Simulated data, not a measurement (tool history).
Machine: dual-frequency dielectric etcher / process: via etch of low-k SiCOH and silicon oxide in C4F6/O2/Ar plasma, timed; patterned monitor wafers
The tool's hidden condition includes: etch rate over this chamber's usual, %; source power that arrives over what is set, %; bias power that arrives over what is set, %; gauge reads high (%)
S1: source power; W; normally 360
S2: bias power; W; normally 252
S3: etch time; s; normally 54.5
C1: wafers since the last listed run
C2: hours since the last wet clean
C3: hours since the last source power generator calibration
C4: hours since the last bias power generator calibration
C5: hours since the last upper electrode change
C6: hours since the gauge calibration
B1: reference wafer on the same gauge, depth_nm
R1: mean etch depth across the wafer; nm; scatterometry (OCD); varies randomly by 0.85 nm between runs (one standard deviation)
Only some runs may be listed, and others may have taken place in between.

run   hour   S1   S2    S3   C1     C2      C3      C4      C5      C6     B1     R1
  1    0.0  360  252  54.5    0  250.1  1795.3  3841.8  4670.1  1231.2  189.0  170.3
  2   30.9  360  252  54.5  290  281.0  1826.2  3872.7  4701.0  1262.1  189.2  170.5
  3   57.2  360  252  54.5  247  307.3  1852.5  3899.0  4727.3  1288.4  189.2  170.4
  4   73.1  340  206  54.5  149  323.2  1868.4  3914.9  4743.2  1304.3  189.2  155.9
  5   97.9  360  252  59.5  233  348.0  1893.2  3939.7  4768.0  1329.1  188.9  186.7
     131.2  -- wet clean of the chamber
  6  131.7  440  215  41.5   92    0.5  1927.0  3973.5  4801.8  1362.9  188.8  126.2
  7  152.0  360  252  54.5  191   20.8  1947.3  3993.8  4822.1  1383.2  188.8  165.2
     173.4  -- source power generator calibrated
  8  187.5  360  252  54.5  296   56.3    14.1  4029.3  4857.6  1418.7  189.1  165.4
  9  269.9  360  252  47.5  775  138.7    96.5  4111.7  4940.0  1501.1  188.8  146.6
 10  294.0  440  274  62.0  226  162.8   120.6  4135.8  4964.1  1525.2  188.9  211.1
 11  329.5  360  252  54.5  334  198.3   156.1  4171.3  4999.6  1560.7  189.1  166.0
 12  371.6  400  252  54.5  396  240.4   198.2  4213.4  5041.7  1602.8  188.9  174.6
     393.1  -- gauge calibrated
 13  405.9  430  252  54.5  322  274.7   232.5  4247.7  5076.0    12.8  188.9  180.6
 14  433.2  330  252  54.5  257  302.0   259.8  4275.0  5103.3    40.1  189.0  164.0
 15  464.4  280  252  47.0  293  333.2   291.0  4306.2  5134.5    71.3  189.2  135.4
     516.6  -- upper electrode replaced
 16  517.1  360  252  54.5  270  385.9   343.7  4358.9     0.5   124.0  189.0  172.7
 17  517.5  410  312  54.5    3  386.3   344.1  4359.3     0.9   124.4  188.9  195.2
 18  529.9  430  252  40.0  116  398.7   356.5  4371.7    13.3   136.8  189.0  134.6
     562.4  -- wet clean of the chamber
     584.9  -- bias power generator calibrated
 19  605.3  420  215  43.5  446   42.9   431.9    20.4    88.7   212.2  189.1  132.8
 20  670.7  360  252  44.0  615  108.3   497.3    85.8   154.1   277.6  189.2  135.8
 21  691.2  280  252  65.5  192  128.8   517.8   106.3   174.6   298.1  188.8  186.0
 22  723.1  320  290  70.5  300  160.7   549.7   138.2   206.5   330.0  188.9  223.0
 23  757.2  420  286  54.5  321  194.8   583.8   172.3   240.6   364.1  189.0  186.4
 24  784.1  360  252  54.5  253  221.7   610.7   199.2   267.5   391.0  189.3  170.7
 25  811.8  280  276  67.0  260  249.4   638.4   226.9   295.2   418.7  189.1  197.6
 26  827.3  360  252  54.5  145  264.9   653.9   242.4   310.7   434.2  189.0  170.7
 27  852.9  360  252  54.5  241  290.5   679.5   268.0   336.3   459.8  189.1  170.1
 28  871.0  380  252  54.5  170  308.6   697.6   286.1   354.4   477.9  188.9  175.0
 29  905.3  360  252  54.5  322  342.9   731.9   320.4   388.7   512.2  189.1  169.9

Here are 5 independent what-if runs from the current tool condition. What would each one return?
  A  905.7  360  252  54.5   3  343.3  732.3  320.8  389.1  512.6   ?   ?
  B  905.7  300  274  54.5   3  343.3  732.3  320.8  389.1  512.6   ?   ?
  C  905.7  320  283  49.0   3  343.3  732.3  320.8  389.1  512.6   ?   ?
  D  905.7  360  252  60.0   3  343.3  732.3  320.8  389.1  512.6   ?   ?
  E  905.7  280  230  62.5   3  343.3  732.3  320.8  389.1  512.6   ?   ?

run     B1     R1
  A  188.8  172.7
  B  188.8  167.4
  C  188.8  155.7
  D  188.8  190.1
  E  188.8  175.6
With no hidden state in the tool, these same runs would have given:
run     R1
  A  166.8
  B  161.7
  C  150.4
  D  183.6
  E  169.6

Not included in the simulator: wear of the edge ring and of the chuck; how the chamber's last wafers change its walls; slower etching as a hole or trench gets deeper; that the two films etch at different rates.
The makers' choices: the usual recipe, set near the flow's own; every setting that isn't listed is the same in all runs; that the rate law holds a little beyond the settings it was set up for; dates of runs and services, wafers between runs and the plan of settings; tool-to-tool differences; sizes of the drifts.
